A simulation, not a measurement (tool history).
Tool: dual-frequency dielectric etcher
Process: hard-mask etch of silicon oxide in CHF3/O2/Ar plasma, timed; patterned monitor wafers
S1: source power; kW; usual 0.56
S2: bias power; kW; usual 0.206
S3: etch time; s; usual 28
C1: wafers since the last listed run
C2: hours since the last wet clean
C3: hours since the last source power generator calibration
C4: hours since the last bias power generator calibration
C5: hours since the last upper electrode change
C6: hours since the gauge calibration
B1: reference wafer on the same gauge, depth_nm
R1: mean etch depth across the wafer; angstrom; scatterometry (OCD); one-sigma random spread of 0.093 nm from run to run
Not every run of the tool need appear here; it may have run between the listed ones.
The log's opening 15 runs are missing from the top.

-- hour=371.3 gauge calibrated
-- hour=382.1 upper electrode replaced
run 16 hour=382.6 | S1=0.43 S2=0.206 S3=21 | C1=175 C2=554.8 C3=48.5 C4=4644.2 C5=0.5 C6=11.3 | B1=72.4 | R1=427
run 17 hour=387.3 | S1=0.44 S2=0.154 S3=35.5 | C1=62 C2=559.5 C3=53.2 C4=4648.9 C5=5.2 C6=16 | B1=72.4 | R1=667
run 18 hour=404.8 | S1=0.6 S2=0.258 S3=33.5 | C1=233 C2=577 C3=70.7 C4=4666.4 C5=22.7 C6=33.5 | B1=72.4 | R1=803
run 19 hour=425.2 | S1=0.56 S2=0.206 S3=22.5 | C1=272 C2=597.4 C3=91.1 C4=4686.8 C5=43.1 C6=53.9 | B1=72.4 | R1=492
-- hour=456 wet clean of the chamber
run 20 hour=456.5 | S1=0.47 S2=0.206 S3=28 | C1=97 C2=0.5 C3=122.4 C4=4718.1 C5=74.4 C6=85.2 | B1=72.4 | R1=595
run 21 hour=456.8 | S1=0.62 S2=0.228 S3=35.5 | C1=4 C2=0.8 C3=122.7 C4=4718.4 C5=74.7 C6=85.5 | B1=72.4 | R1=842
run 22 hour=486.9 | S1=0.62 S2=0.188 S3=28 | C1=402 C2=30.9 C3=152.8 C4=4748.5 C5=104.8 C6=115.6 | B1=72.4 | R1=626
-- hour=493.5 bias power generator calibrated
run 23 hour=514.7 | S1=0.56 S2=0.227 S3=28 | C1=318 C2=58.7 C3=180.6 C4=21.2 C5=132.6 C6=143.4 | B1=72.4 | R1=642
run 24 hour=538 | S1=0.56 S2=0.206 S3=28 | C1=311 C2=82 C3=203.9 C4=44.5 C5=155.9 C6=166.7 | B1=72.4 | R1=622
run 25 hour=551.9 | S1=0.56 S2=0.206 S3=28 | C1=185 C2=95.9 C3=217.8 C4=58.4 C5=169.8 C6=180.6 | B1=72.4 | R1=623
run 26 hour=565.6 | S1=0.46 S2=0.206 S3=35 | C1=183 C2=109.6 C3=231.5 C4=72.1 C5=183.5 C6=194.3 | B1=72.4 | R1=737
run 27 hour=578.5 | S1=0.56 S2=0.206 S3=28 | C1=172 C2=122.5 C3=244.4 C4=85 C5=196.4 C6=207.2 | B1=72.4 | R1=621
run 28 hour=593.3 | S1=0.56 S2=0.206 S3=28 | C1=197 C2=137.3 C3=259.2 C4=99.8 C5=211.2 C6=222 | B1=72.4 | R1=620
run 29 hour=611.7 | S1=0.67 S2=0.206 S3=28 | C1=245 C2=155.7 C3=277.6 C4=118.2 C5=229.6 C6=240.4 | B1=72.4 | R1=657
run 30 hour=630.9 | S1=0.46 S2=0.242 S3=20 | C1=256 C2=174.9 C3=296.8 C4=137.4 C5=248.8 C6=259.6 | B1=72.4 | R1=441
run 31 hour=663.2 | S1=0.5 S2=0.246 S3=31 | C1=431 C2=207.2 C3=329.1 C4=169.7 C5=281.1 C6=291.9 | B1=72.4 | R1=701

Each row is a separate what-if for the run after 31, all from the same tool condition, not one after another. Results?
run A hour=663.6 | S1=0.56 S2=0.231 S3=28 | C1=5 C2=207.6 C3=329.5 C4=170.1 C5=281.5 C6=292.3 | B1=? | R1=?
run B hour=663.6 | S1=0.6 S2=0.236 S3=22 | C1=5 C2=207.6 C3=329.5 C4=170.1 C5=281.5 C6=292.3 | B1=? | R1=?
run C hour=663.6 | S1=0.69 S2=0.171 S3=28 | C1=5 C2=207.6 C3=329.5 C4=170.1 C5=281.5 C6=292.3 | B1=? | R1=?

run=A B1=72.4 R1=642
run=B B1=72.4 R1=518
run=C B1=72.4 R1=625
Without the tool's hidden state the same runs would have given:
run=A R1=644
run=B R1=520
run=C R1=626
